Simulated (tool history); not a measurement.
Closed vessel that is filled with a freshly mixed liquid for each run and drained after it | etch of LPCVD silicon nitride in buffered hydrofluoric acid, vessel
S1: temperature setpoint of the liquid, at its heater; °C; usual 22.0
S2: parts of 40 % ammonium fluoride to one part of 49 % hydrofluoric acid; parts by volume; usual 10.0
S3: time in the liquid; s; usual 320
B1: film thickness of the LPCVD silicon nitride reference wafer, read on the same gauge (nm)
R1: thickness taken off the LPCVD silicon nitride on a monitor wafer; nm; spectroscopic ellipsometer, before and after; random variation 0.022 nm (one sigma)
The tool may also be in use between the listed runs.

run	day	S1	S2	S3	B1	R1
1	0.000	22.0	10.0	320	154.240	4.328
# day 0.588: thermometer replaced
# day 0.842: hydrofluoric acid flow meter replaced
2	4.408	22.0	10.0	320	154.496	4.338
3	8.283	22.0	10.0	320	154.641	4.332
4	11.233	22.0	10.0	320	154.793	4.378
5	14.800	22.0	10.0	320	154.930	4.352
6	18.646	22.0	10.0	320	155.054	4.348
7	21.029	22.0	10.0	320	155.097	4.379
8	24.800	22.0	10.0	320	155.216	4.354
9	37.054	20.0	10.0	320	155.515	3.919
10	39.621	24.0	8.5	320	155.551	5.549
# day 42.025: hydrofluoric acid flow meter replaced
11	43.083	22.0	10.0	320	155.611	4.377
12	46.946	22.0	10.0	320	155.675	4.384
# day 49.225: gauge calibrated
13	49.562	20.5	9.0	320	150.426	4.150
14	53.600	22.0	9.0	320	151.230	4.549
15	56.912	22.0	11.5	320	151.827	3.716
16	60.783	22.0	10.0	320	152.424	4.334
17	63.683	22.0	10.0	320	152.786	4.322
18	73.071	18.0	7.0	180	153.920	2.727
# day 74.271: thermometer replaced
19	77.367	22.0	10.0	320	154.343	4.400
# day 83.975: hydrofluoric acid flow meter replaced
20	87.625	22.0	14.0	320	155.187	3.113
21	90.167	26.5	13.0	130	155.376	1.762
22	92.717	25.5	9.0	455	155.560	8.045
23	94.404	22.0	10.0	320	155.641	4.335
24	97.712	22.0	10.0	150	155.874	2.066
25	102.196	19.0	12.5	400	156.066	3.744
26	105.021	22.0	6.0	320	156.225	7.085
27	108.346	22.0	10.0	320	156.366	4.398
28	110.762	19.0	12.5	400	156.499	3.744
29	113.596	18.0	13.0	450	156.546	3.806
30	115.342	22.0	10.0	160	156.629	2.213
# day 118.958: hydrofluoric acid flow meter replaced
31	119.396	20.0	8.5	235	156.769	3.282
32	126.208	22.0	10.0	320	156.964	4.421
33	127.917	19.0	7.0	450	156.991	7.390

Forecast each of these 3 alternatives for the next run:
A	127.946	22.0	10.0	250	?	?
B	127.946	18.5	10.0	230	?	?
C	127.946	20.0	8.0	255	?	?

run	B1	R1
A	156.952	3.449
B	156.952	2.609
C	156.952	3.822
Without the tool's hidden state the same runs would have given:
run	R1
A	3.295
B	2.493
C	3.651
